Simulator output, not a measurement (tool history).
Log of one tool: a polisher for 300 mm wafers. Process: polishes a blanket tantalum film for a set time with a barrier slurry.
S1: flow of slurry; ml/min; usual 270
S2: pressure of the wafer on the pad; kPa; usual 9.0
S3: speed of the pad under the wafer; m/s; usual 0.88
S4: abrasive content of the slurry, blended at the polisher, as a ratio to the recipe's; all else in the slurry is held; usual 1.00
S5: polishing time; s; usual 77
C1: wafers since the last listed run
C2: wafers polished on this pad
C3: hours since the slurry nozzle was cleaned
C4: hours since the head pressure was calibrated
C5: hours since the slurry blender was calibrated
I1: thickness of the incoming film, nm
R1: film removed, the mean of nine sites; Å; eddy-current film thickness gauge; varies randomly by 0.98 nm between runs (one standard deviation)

| run | day | S1 | S2 | S3 | S4 | S5 | C1 | C2 | C3 | C4 | C5 | I1 | R1 |
|---|---|---|---|---|---|---|---|---|---|---|---|---|---|
| 1 | 0.000 | 270 | 9.0 | 0.88 | 1.00 | 77 | 0 | 1130 | 289.4 | 362.3 | 360.2 | 400.6 | 675 |
|  | 0.792 | slurry blender recalibrated |
| 2 | 2.121 | 270 | 9.0 | 0.88 | 1.00 | 77 | 568 | 1698 | 340.3 | 413.2 | 31.9 | 403.4 | 760 |
|  | 3.721 | head pressure recalibrated |
| 3 | 8.421 | 270 | 9.0 | 0.88 | 1.00 | 77 | 1733 | 3432 | 491.5 | 112.8 | 183.1 | 395.3 | 680 |
| 4 | 10.438 | 270 | 9.0 | 0.88 | 1.00 | 77 | 562 | 3994 | 539.9 | 161.2 | 231.5 | 399.2 | 671 |
|  | 11.925 | worn pad replaced by a new one |
| 5 | 11.946 | 270 | 9.0 | 0.88 | 1.00 | 77 | 374 | 6 | 576.1 | 197.4 | 267.7 | 395.7 | 672 |
| 6 | 14.575 | 270 | 9.0 | 1.06 | 1.00 | 77 | 733 | 739 | 639.2 | 260.5 | 330.8 | 397.9 | 813 |
| 7 | 16.200 | 270 | 9.0 | 1.06 | 1.00 | 77 | 453 | 1192 | 678.2 | 299.5 | 369.8 | 403.6 | 783 |
|  | 17.338 | slurry blender recalibrated |
| 8 | 17.625 | 270 | 9.0 | 1.06 | 1.00 | 77 | 374 | 1566 | 712.4 | 333.7 | 6.9 | 401.9 | 922 |
| 9 | 19.754 | 270 | 9.0 | 0.88 | 1.00 | 77 | 593 | 2159 | 763.5 | 384.8 | 58.0 | 395.6 | 731 |
| 10 | 22.400 | 270 | 9.0 | 0.88 | 1.00 | 77 | 737 | 2897 | 827.0 | 448.3 | 121.5 | 406.2 | 701 |
|  | 22.962 | slurry nozzle cleaned |
| 11 | 23.846 | 270 | 9.0 | 0.88 | 1.00 | 77 | 391 | 3289 | 21.2 | 483.0 | 156.2 | 403.0 | 711 |
| 12 | 25.271 | 315 | 9.0 | 0.80 | 1.00 | 77 | 397 | 3686 | 55.4 | 517.2 | 190.4 | 400.9 | 644 |
|  | 26.012 | head pressure recalibrated |
| 13 | 26.658 | 270 | 11.0 | 0.88 | 1.00 | 77 | 363 | 4049 | 88.7 | 15.5 | 223.7 | 404.0 | 790 |
|  | 27.125 | worn pad replaced by a new one |
| 14 | 27.796 | 270 | 9.0 | 0.88 | 1.15 | 67 | 270 | 186 | 116.0 | 42.8 | 251.0 | 393.7 | 612 |
| 15 | 29.967 | 270 | 9.0 | 1.10 | 1.00 | 77 | 605 | 792 | 168.1 | 94.9 | 303.1 | 395.7 | 847 |
| 16 | 31.408 | 270 | 5.5 | 0.88 | 1.00 | 62 | 401 | 1194 | 202.7 | 129.5 | 337.7 | 400.1 | 382 |
| 17 | 34.121 | 310 | 10.3 | 0.88 | 1.00 | 84 | 756 | 1950 | 267.8 | 194.6 | 402.8 | 407.5 | 807 |
|  | 35.879 | slurry blender recalibrated |
| 18 | 36.183 | 270 | 11.0 | 0.88 | 1.00 | 77 | 551 | 2502 | 317.3 | 244.1 | 7.3 | 407.7 | 883 |
| 19 | 37.271 | 305 | 7.6 | 0.88 | 1.00 | 52 | 303 | 2805 | 343.4 | 270.2 | 33.4 | 399.4 | 460 |
|  | 42.088 | worn pad replaced by a new one |
| 20 | 44.083 | 240 | 10.3 | 0.88 | 0.70 | 77 | 1852 | 556 | 506.9 | 433.7 | 196.9 | 404.1 | 675 |
|  | 44.554 | head pressure recalibrated |
| 21 | 45.142 | 270 | 10.3 | 0.88 | 1.00 | 77 | 271 | 828 | 532.3 | 14.1 | 222.3 | 402.4 | 767 |
| 22 | 54.046 | 270 | 9.0 | 0.88 | 1.00 | 77 | 2482 | 3310 | 746.0 | 227.8 | 436.0 | 398.7 | 655 |
|  | 54.654 | slurry blender recalibrated |
| 23 | 56.704 | 270 | 9.0 | 0.88 | 0.70 | 77 | 717 | 4028 | 809.8 | 291.6 | 49.2 | 405.7 | 665 |
|  | 57.000 | slurry nozzle cleaned |
|  | 57.229 | worn pad replaced by a new one |
| 24 | 58.492 | 270 | 9.0 | 0.88 | 1.00 | 77 | 440 | 351 | 35.8 | 334.5 | 92.1 | 398.0 | 727 |
| 25 | 61.304 | 315 | 9.0 | 0.80 | 1.00 | 77 | 784 | 1135 | 103.3 | 402.0 | 159.6 | 405.4 | 649 |
| 26 | 63.500 | 270 | 9.0 | 0.88 | 1.00 | 86 | 612 | 1748 | 156.0 | 454.7 | 212.3 | 404.5 | 780 |
|  | 64.604 | head pressure recalibrated |
| 27 | 66.404 | 270 | 9.0 | 0.88 | 1.00 | 77 | 786 | 2534 | 225.7 | 43.2 | 282.0 | 394.8 | 696 |
| 28 | 67.650 | 270 | 9.0 | 0.88 | 1.00 | 77 | 347 | 2881 | 255.6 | 73.1 | 311.9 | 394.2 | 678 |
| 29 | 69.938 | 270 | 9.0 | 0.88 | 0.75 | 58 | 637 | 3519 | 310.5 | 128.0 | 366.8 | 391.7 | 450 |

Selected run-to-run steps in R1, each split into two signed amounts: the part the tool would show with no hidden state at all (from settings, incoming material and random variation), and the remainder, which goes to the hidden state together with any gauge scatter not common to the measured and the hidden-state-free results:
The hidden state here: removal rate lost through wear of the pad, %; slurry flow missing at the pad, %; deviation of the head's pressure from its setpoint, %; abrasive missing from the slurry, %.
Run 7 -> 8: slurry blender recalibrated. R1 +139 Å: hidden state +117, all else +22.
Run 15 -> 16: S2 9.0 -> 5.5, S3 1.10 -> 0.88, S5 77 -> 62. R1 -465 Å: hidden state +66, all else -531.
Run 16 -> 17: S1 270 -> 310, S2 5.5 -> 10.3, S5 62 -> 84. R1 +425 Å: hidden state -70, all else +495.
Run 17 -> 18: S1 310 -> 270, S2 10.3 -> 11.0, S5 84 -> 77, slurry blender recalibrated. R1 +76 Å: hidden state +121, all else -45.
